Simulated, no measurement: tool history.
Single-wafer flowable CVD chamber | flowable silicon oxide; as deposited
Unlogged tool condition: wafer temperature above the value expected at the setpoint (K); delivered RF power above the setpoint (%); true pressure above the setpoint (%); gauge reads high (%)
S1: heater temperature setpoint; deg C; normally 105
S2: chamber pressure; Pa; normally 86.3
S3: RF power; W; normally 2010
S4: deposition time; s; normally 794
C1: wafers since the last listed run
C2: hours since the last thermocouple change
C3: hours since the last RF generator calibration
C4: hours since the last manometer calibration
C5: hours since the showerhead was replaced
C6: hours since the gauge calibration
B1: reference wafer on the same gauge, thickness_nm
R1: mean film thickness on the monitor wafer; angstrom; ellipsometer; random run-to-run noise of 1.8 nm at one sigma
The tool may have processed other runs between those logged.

run    hour   S1     S2    S3   S4   C1      C2     C3      C4      C5      C6       B1       R1
  1     0.0  105   86.3  2010  706    0  1011.5  151.1   367.2  1386.4   526.5  292.171  2672.78
  2    28.9  105   86.3  2010  706   95  1040.4  180.0   396.1  1415.3   555.4  291.690  2680.32
  3   128.4  105   86.3  2010  706  330  1139.9  279.5   495.6  1514.8   654.9  291.812  2670.03
  4   166.8  105   71.2  2010  794  127  1178.3  317.9   534.0  1553.2   693.3  292.278  2470.44
  5   193.8  105   86.3  2010  794   89  1205.3  344.9   561.0  1580.2   720.3  291.794  2977.48
  6   240.0   99   86.3  2010  794  153  1251.5  391.1   607.2  1626.4   766.5  291.958  3583.30
  7   273.1   99   86.3  2010  794  109  1284.6  424.2   640.3  1659.5   799.6  292.346  3534.49
  8   344.0  105   86.3  2010  794  235  1355.5  495.1   711.2  1730.4   870.5  291.958  2959.04
  9   384.1  105   86.3  2010  794  133  1395.6  535.2   751.3  1770.5   910.6  292.597  2950.67
 10   408.5  105   86.3  2010  794   80  1420.0  559.6   775.7  1794.9   935.0  292.448  2974.61
 11   452.9   96   86.3  2010  794  147  1464.4  604.0   820.1  1839.3   979.4  291.650  3869.34
 12   497.1   96   86.3  2010  794  146  1508.6  648.2   864.3  1883.5  1023.6  291.860  3853.24
 13   556.2   96   86.3  2010  794  196  1567.7  707.3   923.4  1942.6  1082.7  291.419  3799.51
 14   609.5   91   86.3  2010  794  176  1621.0  760.6   976.7  1995.9  1136.0  292.237  4475.93
 15   665.6  105   86.3  2010  794  186  1677.1  816.7  1032.8  2052.0  1192.1  292.594  2922.16
      690.3  -- thermocouple changed; heater temperature recalibrated
 16   690.8  111   69.6  2010  879   57     0.5  841.9  1058.0  2077.2  1217.3  291.450  2180.07
      733.1  -- RF generator calibrated
 17   743.0  105   86.3  2010  868  146    52.7    9.9  1110.2  2129.4  1269.5  292.139  3216.08
 18   930.0  117  105.6  2235  745  620   239.7  196.9  1297.2  2316.4  1456.5  292.171  2483.00
 19   970.6  105  100.8  2010  890  134   280.3  237.5  1337.8  2357.0  1497.1  291.866  3856.48
     1004.0  -- gauge calibrated
 20  1026.3   95  107.6  1885  747  184   336.0  293.2  1393.5  2412.7    22.3  292.008  4557.02
 21  1092.4  105  103.7  2010  794  219   402.1  359.3  1459.6  2478.8    88.4  292.396  3488.13
 22  1146.1   92   80.3  2350  794  178   455.8  413.0  1513.3  2532.5   142.1  291.873  4090.21
     1157.5  -- showerhead replaced
 23  1176.7  105  101.3  2270  750   74   486.4  443.6  1543.9    19.2   172.7  292.020  3340.09
     1184.9  -- capacitance manometer re-zeroed and calibrated
 24  1231.3  105   86.3  2010  794  154   541.0  498.2    46.4    73.8   227.3  291.906  3044.98
 25  1372.8  105   67.2  1615  794  469   682.5  639.7   187.9   215.3   368.8  291.588  2188.17
 26  1439.1  105   73.2  1715  936  219   748.8  706.0   254.2   281.6   435.1  292.404  2856.26
 27  1495.7  105   86.3  2010  794  187   805.4  762.6   310.8   338.2   491.7  292.049  3011.68

Forecast each of these 3 alternatives for the next run:
  A  1496.3  105  104.4  2010  794   1  806.0  763.2  311.4  338.8  492.3   ?   ?
  B  1496.3  111  105.7  2330  869   1  806.0  763.2  311.4  338.8  492.3   ?   ?
  C  1496.3  105   86.3  2315  794   1  806.0  763.2  311.4  338.8  492.3   ?   ?

run       B1       R1
  A  292.170  3644.96
  B  292.170  3514.12
  C  292.170  3100.01
With no hidden state in the tool, these same runs would have given:
run       R1
  A  3702.67
  B  3553.75
  C  3135.23

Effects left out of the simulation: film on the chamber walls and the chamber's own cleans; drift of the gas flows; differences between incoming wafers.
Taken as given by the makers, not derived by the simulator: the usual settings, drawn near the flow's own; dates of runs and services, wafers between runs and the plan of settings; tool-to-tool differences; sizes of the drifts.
